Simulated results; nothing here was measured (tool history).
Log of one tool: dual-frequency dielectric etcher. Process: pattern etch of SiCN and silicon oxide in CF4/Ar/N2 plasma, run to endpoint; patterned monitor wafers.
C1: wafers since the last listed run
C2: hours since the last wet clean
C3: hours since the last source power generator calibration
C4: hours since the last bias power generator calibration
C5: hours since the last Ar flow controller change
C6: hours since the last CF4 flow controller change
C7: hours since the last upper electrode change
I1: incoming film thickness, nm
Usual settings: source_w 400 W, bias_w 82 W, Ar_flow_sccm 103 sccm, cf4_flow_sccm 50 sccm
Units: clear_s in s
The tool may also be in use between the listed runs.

Run 1, hour 0: usual settings but cf4_flow_sccm 55 sccm; C1 0; C2 375.2; C3 1934.6; C4 3380.1; C5 2308.3; C6 4159.2; C7 5407; I1 17.56. Result: clear_s 23.4 s.
Run 2, hour 18.9: usual settings but source_w 460 W, Ar_flow_sccm 112 sccm; C1 314; C2 394.1; C3 1953.5; C4 3399; C5 2327.2; C6 4178.1; C7 5425.9; I1 17.57. Result: clear_s 21.3 s.
Run 3, hour 50.9: usual settings but source_w 460 W, Ar_flow_sccm 112 sccm; C1 532; C2 426.1; C3 1985.5; C4 3431; C5 2359.2; C6 4210.1; C7 5457.9; I1 17.68. Result: clear_s 21.3 s.
Run 4, hour 81.8: usual settings but source_w 360 W, bias_w 89 W; C1 513; C2 457; C3 2016.4; C4 3461.9; C5 2390.1; C6 4241; C7 5488.8; I1 17.62. Result: clear_s 25.3 s.
Run 5, hour 103: usual settings but source_w 360 W, bias_w 89 W; C1 352; C2 478.2; C3 2037.6; C4 3483.1; C5 2411.3; C6 4262.2; C7 5510; I1 17.48. Result: clear_s 24.7 s.
Run 6, hour 128.3: usual settings; C1 420; C2 503.5; C3 2062.9; C4 3508.4; C5 2436.6; C6 4287.5; C7 5535.3; I1 17.63. Result: clear_s 23.4 s.
At hour 166: wet clean of the chamber.
At hour 169.5: Ar flow controller replaced.
At hour 173.4: source power generator calibrated.
At hour 173.7: upper electrode replaced.
Run 7, hour 174.2: usual settings; C1 236; C2 8.2; C3 0.8; C4 3554.3; C5 4.7; C6 4333.4; C7 0.5; I1 17.42. Result: clear_s 24.6 s.
Run 8, hour 174.5: usual settings; C1 4; C2 8.5; C3 1.1; C4 3554.6; C5 5; C6 4333.7; C7 0.8; I1 17.57. Result: clear_s 24.2 s.
Run 9, hour 182.4: usual settings but Ar_flow_sccm 120 sccm; C1 131; C2 16.4; C3 9; C4 3562.5; C5 12.9; C6 4341.6; C7 8.7; I1 17.68. Result: clear_s 25.5 s.
Run 10, hour 211.4: usual settings but Ar_flow_sccm 120 sccm; C1 482; C2 45.4; C3 38; C4 3591.5; C5 41.9; C6 4370.6; C7 37.7; I1 17.76. Result: clear_s 25.3 s.
At hour 222.7: bias power generator calibrated.
At hour 224.4: CF4 flow controller replaced.
Run 11, hour 237.2: usual settings; C1 333; C2 71.2; C3 63.8; C4 14.5; C5 67.7; C6 12.8; C7 63.5; I1 17.57. Result: clear_s 24.6 s.
Run 12, hour 251.5: usual settings; C1 237; C2 85.5; C3 78.1; C4 28.8; C5 82; C6 27.1; C7 77.8; I1 17.48. Result: clear_s 24.2 s.
Run 13, hour 283.6: usual settings but bias_w 93 W; C1 533; C2 117.6; C3 110.2; C4 60.9; C5 114.1; C6 59.2; C7 109.9; I1 17.54. Result: clear_s 23.2 s.
Run 14, hour 300: usual settings but Ar_flow_sccm 94 sccm, cf4_flow_sccm 38 sccm; C1 272; C2 134; C3 126.6; C4 77.3; C5 130.5; C6 75.6; C7 126.3; I1 17.61. Result: clear_s 25 s.
Run 15, hour 326: usual settings but source_w 330 W, bias_w 95 W, cf4_flow_sccm 57 sccm; C1 432; C2 160; C3 152.6; C4 103.3; C5 156.5; C6 101.6; C7 152.3; I1 17.51. Result: clear_s 26.4 s.
Run 16, hour 352.2: usual settings; C1 435; C2 186.2; C3 178.8; C4 129.5; C5 182.7; C6 127.8; C7 178.5; I1 17.72. Result: clear_s 24.3 s.
Run 17, hour 369.5: usual settings but Ar_flow_sccm 127 sccm, cf4_flow_sccm 62 sccm; C1 287; C2 203.5; C3 196.1; C4 146.8; C5 200; C6 145.1; C7 195.8; I1 17.49. Result: clear_s 24.3 s.
Run 18, hour 382.6: usual settings but source_w 320 W, bias_w 76 W, Ar_flow_sccm 118 sccm; C1 217; C2 216.6; C3 209.2; C4 159.9; C5 213.1; C6 158.2; C7 208.9; I1 17.56. Result: clear_s 30.8 s.
Run 19, hour 406.5: usual settings but source_w 430 W, bias_w 100 W, Ar_flow_sccm 116 sccm, cf4_flow_sccm 56 sccm; C1 397; C2 240.5; C3 233.1; C4 183.8; C5 237; C6 182.1; C7 232.8; I1 17.61. Result: clear_s 21.5 s.
Run 20, hour 451.2: usual settings but source_w 370 W, bias_w 90 W, Ar_flow_sccm 112 sccm; C1 743; C2 285.2; C3 277.8; C4 228.5; C5 281.7; C6 226.8; C7 277.5; I1 17.64. Result: clear_s 25.3 s.

Forecast each of these 5 alternatives for the next run:
Run A, hour 451.6: usual settings but Ar_flow_sccm 94 sccm; C1 6; C2 285.6; C3 278.2; C4 228.9; C5 282.1; C6 227.2; C7 277.9; I1 17.36. Result: clear_s ?.
Run B, hour 451.6: usual settings but source_w 450 W, bias_w 99 W, Ar_flow_sccm 123 sccm, cf4_flow_sccm 55 sccm; C1 6; C2 285.6; C3 278.2; C4 228.9; C5 282.1; C6 227.2; C7 277.9; I1 17.36. Result: clear_s ?.
Run C, hour 451.6: usual settings but Ar_flow_sccm 127 sccm, cf4_flow_sccm 44 sccm; C1 6; C2 285.6; C3 278.2; C4 228.9; C5 282.1; C6 227.2; C7 277.9; I1 17.36. Result: clear_s ?.
Run D, hour 451.6: usual settings but Ar_flow_sccm 82 sccm, cf4_flow_sccm 43 sccm; C1 6; C2 285.6; C3 278.2; C4 228.9; C5 282.1; C6 227.2; C7 277.9; I1 17.36. Result: clear_s ?.
Run E, hour 451.6: usual settings but Ar_flow_sccm 111 sccm; C1 6; C2 285.6; C3 278.2; C4 228.9; C5 282.1; C6 227.2; C7 277.9; I1 17.36. Result: clear_s ?.

run  clear_s
  A     23.5
  B     20.7
  C     24.9
  D     23.5
  E     24.1
Without the tool's hidden state the same runs would have given:
run  clear_s
  A     24.3
  B     21.3
  C     25.7
  D     24.2
  E     24.8
